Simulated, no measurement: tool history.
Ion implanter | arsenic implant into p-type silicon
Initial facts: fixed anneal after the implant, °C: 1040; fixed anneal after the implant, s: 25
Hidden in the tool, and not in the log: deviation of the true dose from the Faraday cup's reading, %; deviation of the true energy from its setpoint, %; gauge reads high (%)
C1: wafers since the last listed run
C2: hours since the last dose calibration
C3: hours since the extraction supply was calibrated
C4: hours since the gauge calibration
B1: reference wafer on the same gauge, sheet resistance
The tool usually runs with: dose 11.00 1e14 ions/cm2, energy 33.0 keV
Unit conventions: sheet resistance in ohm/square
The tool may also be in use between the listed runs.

{"run": 1, "hour": 0.0, "dose": 11.0, "energy": 33.0, "C1": 0, "C2": 908.6, "C3": 1675.2, "C4": 745.4, "B1": 87.99, "sheet resistance": 103.33}
{"run": 2, "hour": 63.3, "dose": 11.0, "energy": 33.0, "C1": 1000, "C2": 971.9, "C3": 1738.5, "C4": 808.7, "B1": 87.94, "sheet resistance": 103.18}
{"run": 3, "hour": 110.0, "dose": 11.0, "energy": 33.0, "C1": 738, "C2": 1018.6, "C3": 1785.2, "C4": 855.4, "B1": 87.96, "sheet resistance": 103.29}
{"run": 4, "hour": 175.7, "dose": 11.0, "energy": 33.0, "C1": 1038, "C2": 1084.3, "C3": 1850.9, "C4": 921.1, "B1": 87.93, "sheet resistance": 103.38}
{"run": 5, "hour": 266.6, "dose": 11.0, "energy": 33.0, "C1": 1437, "C2": 1175.2, "C3": 1941.8, "C4": 1012.0, "B1": 88.1, "sheet resistance": 103.43}
{"run": 6, "hour": 336.6, "dose": 11.0, "energy": 33.0, "C1": 1106, "C2": 1245.2, "C3": 2011.8, "C4": 1082.0, "B1": 88.06, "sheet resistance": 103.02}
{"run": 7, "hour": 436.6, "dose": 9.04, "energy": 33.0, "C1": 1581, "C2": 1345.2, "C3": 2111.8, "C4": 1182.0, "B1": 88.03, "sheet resistance": 117.99}
{"run": 8, "hour": 533.7, "dose": 9.04, "energy": 33.0, "C1": 1535, "C2": 1442.3, "C3": 2208.9, "C4": 1279.1, "B1": 88.09, "sheet resistance": 118.07}
{"hour": 581.6, "done": "gauge calibrated"}
{"hour": 685.4, "done": "Faraday cup replaced and dose calibrated"}
{"run": 9, "hour": 701.6, "dose": 12.33, "energy": 29.5, "C1": 2528, "C2": 16.2, "C3": 2376.8, "C4": 120.0, "B1": 88.01, "sheet resistance": 97.87}
{"run": 10, "hour": 790.4, "dose": 11.0, "energy": 33.0, "C1": 1404, "C2": 105.0, "C3": 2465.6, "C4": 208.8, "B1": 88.17, "sheet resistance": 102.82}
{"hour": 937.1, "done": "extraction supply calibrated"}
{"run": 11, "hour": 981.4, "dose": 8.12, "energy": 44.5, "C1": 2893, "C2": 296.0, "C3": 44.3, "C4": 399.8, "B1": 87.97, "sheet resistance": 122.82}
{"run": 12, "hour": 1037.3, "dose": 11.0, "energy": 33.0, "C1": 883, "C2": 351.9, "C3": 100.2, "C4": 455.7, "B1": 87.9, "sheet resistance": 103.34}
{"run": 13, "hour": 1080.3, "dose": 13.8, "energy": 24.0, "C1": 679, "C2": 394.9, "C3": 143.2, "C4": 498.7, "B1": 88.05, "sheet resistance": 94.38}
{"run": 14, "hour": 1181.5, "dose": 9.12, "energy": 22.5, "C1": 1600, "C2": 496.1, "C3": 244.4, "C4": 599.9, "B1": 88.11, "sheet resistance": 123.09}
{"run": 15, "hour": 1236.4, "dose": 8.74, "energy": 39.5, "C1": 868, "C2": 551.0, "C3": 299.3, "C4": 654.8, "B1": 88.07, "sheet resistance": 118.39}
{"run": 16, "hour": 1317.1, "dose": 11.0, "energy": 33.0, "C1": 1275, "C2": 631.7, "C3": 380.0, "C4": 735.5, "B1": 88.06, "sheet resistance": 103.21}
{"run": 17, "hour": 1422.8, "dose": 13.11, "energy": 33.0, "C1": 1671, "C2": 737.4, "C3": 485.7, "C4": 841.2, "B1": 88.13, "sheet resistance": 92.55}
{"run": 18, "hour": 1501.5, "dose": 12.46, "energy": 33.0, "C1": 1244, "C2": 816.1, "C3": 564.4, "C4": 919.9, "B1": 87.98, "sheet resistance": 95.34}
{"run": 19, "hour": 1594.7, "dose": 10.14, "energy": 25.0, "C1": 1473, "C2": 909.3, "C3": 657.6, "C4": 1013.1, "B1": 88.02, "sheet resistance": 113.94}
{"run": 20, "hour": 1644.7, "dose": 12.69, "energy": 44.5, "C1": 790, "C2": 959.3, "C3": 707.6, "C4": 1063.1, "B1": 88.08, "sheet resistance": 89.43}

Take each entry between the runs: how does the hidden state at the last listed run before it differ from the hidden state at the first listed run after it?
After run 8, before run 9: gauge calibrated (hour 581.6); Faraday cup replaced and dose calibrated (hour 685.4)
  no hidden state differs between the two runs
After run 10, before run 11: extraction supply calibrated (hour 937.1)
  no hidden state differs between the two runs

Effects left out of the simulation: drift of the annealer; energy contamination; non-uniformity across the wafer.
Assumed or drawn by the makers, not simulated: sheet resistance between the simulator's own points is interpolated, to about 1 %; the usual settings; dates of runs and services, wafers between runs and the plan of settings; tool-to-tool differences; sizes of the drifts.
